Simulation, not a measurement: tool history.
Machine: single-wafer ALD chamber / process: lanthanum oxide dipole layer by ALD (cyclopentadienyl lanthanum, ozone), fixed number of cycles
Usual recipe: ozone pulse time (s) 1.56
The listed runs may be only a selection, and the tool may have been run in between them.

run,hour,ozone pulse time (s),"read-back reference wafer on the same gauge, thickness_nm",mean film thickness on the monitor wafer (nm)
1,0,1.81,0.518,0.593
2,26.3,1.81,0.518,0.595
3,75.7,2.06,0.519,0.596
4,142.2,2.06,0.519,0.596
5,171.4,1.11,0.518,0.554
6,227.7,1.11,0.517,0.552
7,287.8,1.11,0.518,0.55
8,353.9,1.56,0.518,0.582
9,394.5,1.56,0.518,0.581
# hour 432.6: showerhead replaced
10,442.3,1.56,0.518,0.587
11,474.4,1.56,0.519,0.583
12,515.7,1.56,0.519,0.585
# hour 530.4: ozone generator serviced
13,582.3,1.73,0.518,0.591
14,616.2,0.95,0.518,0.535
15,665.5,2.06,0.518,0.599
16,697.4,1.26,0.518,0.569
17,724.8,2.18,0.517,0.597
# hour 747.1: gauge calibrated
18,768.9,1.56,0.517,0.583
19,817,1.56,0.517,0.583
20,851.8,1.25,0.518,0.564
# hour 888.5: thermocouple changed; heater temperature recalibrated
21,1010.9,1.14,0.517,0.557
22,1113.5,1.56,0.519,0.582
23,1157.3,1.56,0.518,0.584
24,1224.9,1.78,0.518,0.591
25,1249.7,1.87,0.519,0.592
26,1316.1,1.3,0.517,0.567
27,1380.2,2,0.519,0.596

For each run, what was the tool's unlogged condition?
wafer temperature above the value expected at the setpoint (K): 0 on each run
ozone dose above that of a generator just serviced (%): 0 on each run
gauge reads high (%): 0 on each run
